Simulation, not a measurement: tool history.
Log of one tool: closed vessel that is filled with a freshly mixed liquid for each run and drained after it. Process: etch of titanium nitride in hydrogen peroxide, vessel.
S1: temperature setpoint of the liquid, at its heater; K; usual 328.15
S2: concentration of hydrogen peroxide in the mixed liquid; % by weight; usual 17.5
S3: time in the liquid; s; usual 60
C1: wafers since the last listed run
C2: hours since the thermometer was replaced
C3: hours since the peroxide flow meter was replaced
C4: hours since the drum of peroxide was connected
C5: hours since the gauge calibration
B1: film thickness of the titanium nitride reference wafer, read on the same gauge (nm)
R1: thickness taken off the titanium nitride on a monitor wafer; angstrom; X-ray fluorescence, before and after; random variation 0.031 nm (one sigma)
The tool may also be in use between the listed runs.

| run | day | S1 | S2 | S3 | C1 | C2 | C3 | C4 | C5 | B1 | R1 |
|---|---|---|---|---|---|---|---|---|---|---|---|
| 1 | 0.000 | 328.15 | 17.5 | 60 | 0 | 1769.5 | 1094.3 | 608.6 | 152.4 | 29.70 | 64.5 |
| 2 | 0.788 | 328.15 | 17.5 | 60 | 2530 | 1788.4 | 1113.2 | 627.5 | 171.3 | 29.67 | 65.0 |
| 3 | 1.617 | 328.15 | 20.5 | 60 | 2664 | 1808.3 | 1133.1 | 647.4 | 191.2 | 29.67 | 66.8 |
| 4 | 2.917 | 328.15 | 20.5 | 60 | 4177 | 1839.5 | 1164.3 | 678.6 | 222.4 | 29.62 | 67.5 |
| 5 | 4.221 | 328.15 | 20.5 | 60 | 4191 | 1870.8 | 1195.6 | 709.9 | 253.7 | 29.57 | 66.4 |
| 6 | 5.329 | 322.15 | 17.5 | 80 | 3562 | 1897.4 | 1222.2 | 736.5 | 280.3 | 29.59 | 55.5 |
| 7 | 6.804 | 322.15 | 17.5 | 80 | 4740 | 1932.8 | 1257.6 | 771.9 | 315.7 | 29.55 | 56.5 |
| 8 | 7.942 | 328.15 | 17.5 | 60 | 3655 | 1960.1 | 1284.9 | 799.2 | 343.0 | 29.58 | 65.0 |
| 9 | 8.446 | 328.15 | 17.5 | 60 | 1620 | 1972.2 | 1297.0 | 811.3 | 355.1 | 29.55 | 64.7 |
|  | 8.696 | gauge calibrated |
| 10 | 9.338 | 328.15 | 17.5 | 60 | 2865 | 1993.6 | 1318.4 | 832.7 | 15.4 | 29.83 | 65.2 |
|  | 10.138 | thermometer replaced |
| 11 | 10.700 | 328.15 | 17.5 | 60 | 4244 | 13.5 | 1351.1 | 865.4 | 48.1 | 29.75 | 65.0 |
|  | 11.421 | new drum of peroxide connected |
| 12 | 11.662 | 328.15 | 17.5 | 60 | 2959 | 36.6 | 1374.2 | 5.8 | 71.2 | 29.69 | 64.2 |
| 13 | 12.738 | 328.15 | 17.5 | 60 | 3454 | 62.4 | 1400.0 | 31.6 | 97.0 | 29.63 | 65.1 |
| 14 | 13.808 | 323.65 | 19.0 | 60 | 3441 | 88.1 | 1425.7 | 57.3 | 122.7 | 29.62 | 47.9 |
| 15 | 14.338 | 318.15 | 20.5 | 60 | 1700 | 100.8 | 1438.4 | 70.0 | 135.4 | 29.60 | 32.3 |
| 16 | 14.992 | 335.65 | 19.5 | 95 | 2102 | 116.5 | 1454.1 | 85.7 | 151.1 | 29.56 | 175.8 |
| 17 | 15.988 | 328.15 | 13.0 | 60 | 3200 | 140.4 | 1478.0 | 109.6 | 175.0 | 29.57 | 60.2 |
| 18 | 17.304 | 325.65 | 17.5 | 60 | 4231 | 172.0 | 1509.6 | 141.2 | 206.6 | 29.51 | 53.9 |
| 19 | 17.996 | 321.15 | 17.5 | 30 | 2222 | 188.6 | 1526.2 | 157.8 | 223.2 | 29.56 | 19.5 |
| 20 | 19.308 | 328.15 | 17.5 | 60 | 4218 | 220.1 | 1557.7 | 189.3 | 254.7 | 29.50 | 64.3 |
|  | 19.675 | peroxide flow meter replaced |
| 21 | 20.208 | 322.15 | 17.5 | 80 | 2758 | 241.7 | 12.8 | 210.9 | 276.3 | 29.52 | 56.1 |
| 22 | 20.946 | 328.15 | 17.5 | 60 | 2370 | 259.4 | 30.5 | 228.6 | 294.0 | 29.47 | 64.5 |
| 23 | 22.242 | 332.65 | 15.0 | 30 | 4164 | 290.5 | 61.6 | 259.7 | 325.1 | 29.45 | 42.6 |
| 24 | 22.792 | 324.15 | 13.5 | 45 | 1767 | 303.7 | 74.8 | 272.9 | 338.3 | 29.44 | 34.3 |
|  | 23.404 | gauge calibrated |
| 25 | 23.721 | 328.15 | 17.5 | 60 | 2986 | 326.0 | 97.1 | 295.2 | 7.6 | 29.96 | 65.3 |
| 26 | 27.517 | 328.15 | 17.5 | 60 | 12199 | 417.1 | 188.2 | 386.3 | 98.7 | 29.80 | 64.9 |

The next listed run, before its measurement:
| 27 | 28.296 | 318.15 | 20.5 | 60 | 2504 | 435.8 | 206.9 | 405.0 | 117.4 | ? | ? |

B1: 29.78
R1: 32.8 angstrom
Without the tool's hidden state the same run would have given R1 33.0 angstrom.
